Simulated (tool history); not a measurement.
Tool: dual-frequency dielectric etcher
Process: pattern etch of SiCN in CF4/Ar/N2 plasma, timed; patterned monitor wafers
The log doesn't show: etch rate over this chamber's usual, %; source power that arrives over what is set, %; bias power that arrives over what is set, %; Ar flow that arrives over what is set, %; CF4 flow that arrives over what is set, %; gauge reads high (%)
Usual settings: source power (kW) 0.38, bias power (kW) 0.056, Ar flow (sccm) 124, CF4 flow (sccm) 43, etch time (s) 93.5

run	hour	source power (kW)	bias power (kW)	Ar flow (sccm)	CF4 flow (sccm)	etch time (s)	wafers since the last listed run	hours since the last wet clean	hours since the last source power generator calibration	hours since the last bias power generator calibration	hours since the last Ar flow controller change	hours since the last CF4 flow controller change	hours since the last upper electrode change	hours since the gauge calibration	read-back reference wafer on the same gauge, depth_nm	mean etch depth across the wafer (nm)
1	0	0.38	0.056	124	43	93.5	0	0.9	1550.7	4498.9	2026.2	4523.5	2200.4	219.9	49.2	54.4
2	0.3	0.38	0.062	124	43	93.5	4	1.2	1551	4499.2	2026.5	4523.8	2200.7	220.2	49.2	55.9
3	10.4	0.38	0.056	124	43	93.5	140	11.3	1561.1	4509.3	2036.6	4533.9	2210.8	230.3	49.1	54.3
4	22.7	0.38	0.056	124	43	93.5	170	23.6	1573.4	4521.6	2048.9	4546.2	2223.1	242.6	49.1	55.1
# hour 35.2: source power generator calibrated
# hour 39.1: bias power generator calibrated
5	39.6	0.38	0.056	124	43	93.5	124	40.5	4.4	0.5	2065.8	4563.1	2240	259.5	49	54.9
6	48.5	0.32	0.056	103	43	107.5	123	49.4	13.3	9.4	2074.7	4572	2248.9	268.4	49.1	54.6
7	55.4	0.38	0.07	124	43	118.5	95	56.3	20.2	16.3	2081.6	4578.9	2255.8	275.3	49.1	75.1
8	63.4	0.48	0.056	124	43	93.5	111	64.3	28.2	24.3	2089.6	4586.9	2263.8	283.3	49.2	69.4
# hour 65.6: gauge calibrated
# hour 77.6: Ar flow controller replaced
# hour 92.5: wet clean of the chamber, repeated, since the last time left the tool worse
# hour 103.9: CF4 flow controller replaced
# hour 111.9: upper electrode replaced
9	112.4	0.48	0.056	124	43	93.5	196	19.9	77.2	73.3	34.8	8.5	0.5	46.8	49.1	75
10	112.7	0.46	0.062	124	43	93.5	4	20.2	77.5	73.6	35.1	8.8	0.8	47.1	49.2	72.5
11	113.1	0.38	0.056	143	47	71.5	5	20.6	77.9	74	35.5	9.2	1.2	47.5	49.1	44.5
12	113.4	0.43	0.056	124	35	102	4	20.9	78.2	74.3	35.8	9.5	1.5	47.8	49.2	70.3
13	123.2	0.38	0.045	138	38	100.5	136	30.7	88	84.1	45.6	19.3	11.3	57.6	49.1	58
14	137.9	0.33	0.061	124	43	120.5	204	45.4	102.7	98.8	60.3	34	26	72.3	49.2	67.4
15	150.3	0.38	0.056	124	43	93.5	172	57.8	115.1	111.2	72.7	46.4	38.4	84.7	49.1	58.7
16	161.5	0.38	0.063	124	49	93.5	155	69	126.3	122.4	83.9	57.6	49.6	95.9	49.1	62.2
17	170.9	0.38	0.069	141	43	93.5	130	78.4	135.7	131.8	93.3	67	59	105.3	49	62.1
18	182.9	0.38	0.043	124	38	93.5	166	90.4	147.7	143.8	105.3	79	71	117.3	49.1	54.4
19	192.2	0.38	0.056	96	37	113.5	129	99.7	157	153.1	114.6	88.3	80.3	126.6	49.2	72.7
20	210.1	0.38	0.056	140	43	93.5	248	117.6	174.9	171	132.5	106.2	98.2	144.5	49.2	58
21	223.3	0.45	0.056	137	49	100.5	183	130.8	188.1	184.2	145.7	119.4	111.4	157.7	49.1	74.2
22	239.1	0.38	0.056	124	43	93.5	219	146.6	203.9	200	161.5	135.2	127.2	173.5	49	59.2

3 ways to go on from here, each from the tool as it stands after run 22. What would each give?
A	239.5	0.38	0.056	124	53	93.5	5	147	204.3	200.4	161.9	135.6	127.6	173.9	?	?
B	239.5	0.38	0.051	154	48	93.5	5	147	204.3	200.4	161.9	135.6	127.6	173.9	?	?
C	239.5	0.38	0.066	114	33	93.5	5	147	204.3	200.4	161.9	135.6	127.6	173.9	?	?

run	read-back reference wafer on the same gauge, depth_nm	mean etch depth across the wafer (nm)
A	49.1	60.6
B	49.1	56.3
C	49.1	60.7
Without the tool's hidden state the same runs would have given:
run	mean etch depth across the wafer (nm)
A	59.9
B	55.7
C	60.1
